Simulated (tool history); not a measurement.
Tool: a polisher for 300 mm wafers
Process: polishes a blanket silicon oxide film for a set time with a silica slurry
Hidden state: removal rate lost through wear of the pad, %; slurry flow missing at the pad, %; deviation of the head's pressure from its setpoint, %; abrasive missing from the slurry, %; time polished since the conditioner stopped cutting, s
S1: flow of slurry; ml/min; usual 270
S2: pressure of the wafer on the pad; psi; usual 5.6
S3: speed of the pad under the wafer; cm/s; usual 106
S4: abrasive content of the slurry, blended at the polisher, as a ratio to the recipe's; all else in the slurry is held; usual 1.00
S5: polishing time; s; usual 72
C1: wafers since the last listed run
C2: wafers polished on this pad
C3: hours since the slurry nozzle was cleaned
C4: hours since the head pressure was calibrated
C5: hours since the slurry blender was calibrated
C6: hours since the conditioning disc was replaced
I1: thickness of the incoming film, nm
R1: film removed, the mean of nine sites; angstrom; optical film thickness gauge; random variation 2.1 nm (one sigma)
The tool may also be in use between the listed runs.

run,hour,S1,S2,S3,S4,S5,C1,C2,C3,C4,C5,C6,I1,R1
1,0.0,270,5.6,106,0.90,88,0,1887,711.1,168.9,228.1,50.7,1875.0,3473
# hour 4.7: slurry nozzle cleaned
2,151.9,245,3.8,82,0.90,72,1210,3098,147.2,320.8,380.0,202.6,1880.7,1700
3,186.7,270,4.1,106,1.00,92,279,3377,182.0,355.6,414.8,237.4,1926.1,2953
4,231.0,270,5.6,106,1.00,91,355,3732,226.3,399.9,459.1,281.7,1873.0,3967
# hour 286.4: slurry blender recalibrated
5,289.2,270,5.6,106,1.00,72,450,4183,284.5,458.1,2.8,339.9,1881.9,3156
# hour 298.8: worn pad replaced by a new one
6,332.9,270,5.6,106,1.00,72,318,273,328.2,501.8,46.5,383.6,1886.9,3127
7,365.2,270,5.6,106,1.00,72,259,532,360.5,534.1,78.8,415.9,1900.6,3100
# hour 367.2: conditioning disc replaced and pad reconditioned
# hour 374.8: head pressure recalibrated
8,440.6,270,4.1,106,0.85,72,572,1105,435.9,65.8,154.2,73.4,1899.4,2063
9,490.8,270,5.6,132,0.80,60,402,1508,486.1,116.0,204.4,123.6,1874.4,2586
10,561.8,270,5.6,106,1.00,72,569,2077,557.1,187.0,275.4,194.6,1876.0,3069
11,620.7,270,4.3,106,1.00,56,472,2550,616.0,245.9,334.3,253.5,1887.2,1816
12,678.9,270,5.6,106,1.00,72,466,3017,674.2,304.1,392.5,311.7,1885.3,3026
# hour 704.8: slurry blender recalibrated
# hour 713.7: slurry nozzle cleaned
13,717.1,270,5.6,106,1.00,72,282,3299,3.4,342.3,12.3,349.9,1901.3,3161
14,772.4,270,5.6,106,1.00,72,443,3743,58.7,397.6,67.6,405.2,1891.5,3135
# hour 798.7: worn pad replaced by a new one
15,843.0,190,6.2,106,1.00,72,534,355,129.3,468.2,138.2,475.8,1879.9,3317
# hour 868.7: conditioning disc replaced and pad reconditioned
16,914.5,270,5.6,106,1.00,89,557,913,200.8,539.7,209.7,45.8,1897.6,3934
17,948.3,270,4.5,118,0.85,89,271,1184,234.6,573.5,243.5,79.6,1901.8,3022
# hour 987.1: head pressure recalibrated
18,1001.7,270,5.6,106,1.00,55,412,1596,288.0,14.6,296.9,133.0,1902.5,2353
19,1043.3,270,5.6,106,0.80,63,333,1930,329.6,56.2,338.5,174.6,1871.1,2392
20,1112.2,270,3.7,106,1.00,96,552,2483,398.5,125.1,407.4,243.5,1898.7,2733
# hour 1127.4: slurry blender recalibrated
21,1170.0,270,5.6,106,1.00,72,447,2930,456.3,182.9,42.6,301.3,1890.4,3073
22,1216.0,335,4.1,106,0.75,72,369,3299,502.3,228.9,88.6,347.3,1879.2,1951
23,1267.5,270,5.6,94,0.80,72,413,3712,553.8,280.4,140.1,398.8,1868.8,2484
# hour 1278.3: worn pad replaced by a new one
24,1324.9,270,5.6,106,1.00,72,428,374,611.2,337.8,197.5,456.2,1914.1,3072
# hour 1354.5: slurry nozzle cleaned
25,1358.9,270,4.9,106,1.15,91,264,638,4.4,371.8,231.5,490.2,1884.0,3738

Forecast each of these 4 alternatives for the next run:
A,1359.3,270,5.6,106,1.00,85,3,642,4.8,372.2,231.9,490.6,1916.7,?
B,1359.3,270,5.6,106,0.80,72,3,642,4.8,372.2,231.9,490.6,1916.7,?
C,1359.3,305,5.6,76,1.00,72,3,642,4.8,372.2,231.9,490.6,1916.7,?
D,1359.3,270,5.6,106,1.00,58,3,642,4.8,372.2,231.9,490.6,1916.7,?

run,R1
A,3699
B,2738
C,2595
D,2524
Without the tool's hidden state the same runs would have given:
run,R1
A,3707
B,2744
C,2600
D,2529
